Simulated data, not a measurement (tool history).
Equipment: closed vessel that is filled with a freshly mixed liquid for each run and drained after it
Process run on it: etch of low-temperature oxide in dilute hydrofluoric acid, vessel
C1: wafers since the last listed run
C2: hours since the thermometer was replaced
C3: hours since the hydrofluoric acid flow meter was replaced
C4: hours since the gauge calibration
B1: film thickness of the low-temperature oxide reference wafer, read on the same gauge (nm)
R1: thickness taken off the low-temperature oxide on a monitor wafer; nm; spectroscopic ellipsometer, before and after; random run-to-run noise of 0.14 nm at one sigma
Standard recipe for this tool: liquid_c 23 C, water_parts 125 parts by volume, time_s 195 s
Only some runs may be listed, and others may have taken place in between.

{"run": 1, "hour": 0.0, "liquid_c": 23, "water_parts": 125, "time_s": 195, "C1": 0, "C2": 1793.1, "C3": 1594.3, "C4": 380.8, "B1": 109.99, "R1": 37.96}
{"run": 2, "hour": 14.4, "liquid_c": 27, "water_parts": 125, "time_s": 195, "C1": 1319, "C2": 1807.5, "C3": 1608.7, "C4": 395.2, "B1": 110, "R1": 44.64}
{"run": 3, "hour": 26.5, "liquid_c": 27, "water_parts": 125, "time_s": 195, "C1": 1109, "C2": 1819.6, "C3": 1620.8, "C4": 407.3, "B1": 110, "R1": 44.52}
{"run": 4, "hour": 43.9, "liquid_c": 27, "water_parts": 125, "time_s": 195, "C1": 1594, "C2": 1837, "C3": 1638.2, "C4": 424.7, "B1": 110, "R1": 44.7}
{"run": 5, "hour": 54.8, "liquid_c": 23, "water_parts": 125, "time_s": 195, "C1": 999, "C2": 1847.9, "C3": 1649.1, "C4": 435.6, "B1": 109.97, "R1": 38.38}
{"run": 6, "hour": 66.0, "liquid_c": 23, "water_parts": 125, "time_s": 195, "C1": 1026, "C2": 1859.1, "C3": 1660.3, "C4": 446.8, "B1": 109.99, "R1": 38.15}
{"run": 7, "hour": 74.3, "liquid_c": 23, "water_parts": 125, "time_s": 195, "C1": 760, "C2": 1867.4, "C3": 1668.6, "C4": 455.1, "B1": 109.97, "R1": 38.3}
{"run": 8, "hour": 85.2, "liquid_c": 23, "water_parts": 125, "time_s": 195, "C1": 999, "C2": 1878.3, "C3": 1679.5, "C4": 466, "B1": 110.02, "R1": 38.24}
{"run": 9, "hour": 91.6, "liquid_c": 23, "water_parts": 125, "time_s": 195, "C1": 586, "C2": 1884.7, "C3": 1685.9, "C4": 472.4, "B1": 109.98, "R1": 38.36}
{"run": 10, "hour": 108.9, "liquid_c": 19.5, "water_parts": 125, "time_s": 195, "C1": 1585, "C2": 1902, "C3": 1703.2, "C4": 489.7, "B1": 110.02, "R1": 32.72}
{"run": 11, "hour": 116.1, "liquid_c": 19.5, "water_parts": 125, "time_s": 195, "C1": 659, "C2": 1909.2, "C3": 1710.4, "C4": 496.9, "B1": 110.01, "R1": 32.99}
{"run": 12, "hour": 126.1, "liquid_c": 19.5, "water_parts": 125, "time_s": 195, "C1": 916, "C2": 1919.2, "C3": 1720.4, "C4": 506.9, "B1": 109.98, "R1": 32.94}
{"run": 13, "hour": 137.4, "liquid_c": 23, "water_parts": 125, "time_s": 195, "C1": 1035, "C2": 1930.5, "C3": 1731.7, "C4": 518.2, "B1": 110.01, "R1": 38.06}
{"run": 14, "hour": 145.7, "liquid_c": 19.5, "water_parts": 125, "time_s": 265, "C1": 760, "C2": 1938.8, "C3": 1740, "C4": 526.5, "B1": 110, "R1": 45.09}
{"run": 15, "hour": 159.1, "liquid_c": 20, "water_parts": 125, "time_s": 120, "C1": 1228, "C2": 1952.2, "C3": 1753.4, "C4": 539.9, "B1": 110.01, "R1": 20.64}
{"hour": 166.9, "done": "gauge calibrated"}
{"run": 16, "hour": 176.0, "liquid_c": 23, "water_parts": 125, "time_s": 195, "C1": 1549, "C2": 1969.1, "C3": 1770.3, "C4": 9.1, "B1": 110, "R1": 38.11}
{"run": 17, "hour": 184.1, "liquid_c": 23, "water_parts": 100, "time_s": 105, "C1": 742, "C2": 1977.2, "C3": 1778.4, "C4": 17.2, "B1": 110, "R1": 26.4}
{"run": 18, "hour": 197.4, "liquid_c": 19, "water_parts": 70, "time_s": 100, "C1": 1219, "C2": 1990.5, "C3": 1791.7, "C4": 30.5, "B1": 110.01, "R1": 31.3}
{"run": 19, "hour": 204.1, "liquid_c": 23, "water_parts": 125, "time_s": 195, "C1": 614, "C2": 1997.2, "C3": 1798.4, "C4": 37.2, "B1": 109.98, "R1": 38.38}
{"run": 20, "hour": 218.5, "liquid_c": 20.5, "water_parts": 95, "time_s": 145, "C1": 1319, "C2": 2011.6, "C3": 1812.8, "C4": 51.6, "B1": 109.98, "R1": 34.81}

Run 21, settings as shown, results not yet in. Your forecast:
{"hour": 226.3, "done": "hydrofluoric acid flow meter replaced"}
{"run": 21, "hour": 228.0, "liquid_c": 20, "water_parts": 70, "time_s": 250, "C1": 779, "C2": 2021.1, "C3": 1.7, "C4": 61.1, "B1": "?", "R1": "?"}

B1: 109.99
R1: 72.6 nm
Had the tool carried no hidden state, the very same run would have given R1 81.76 nm.

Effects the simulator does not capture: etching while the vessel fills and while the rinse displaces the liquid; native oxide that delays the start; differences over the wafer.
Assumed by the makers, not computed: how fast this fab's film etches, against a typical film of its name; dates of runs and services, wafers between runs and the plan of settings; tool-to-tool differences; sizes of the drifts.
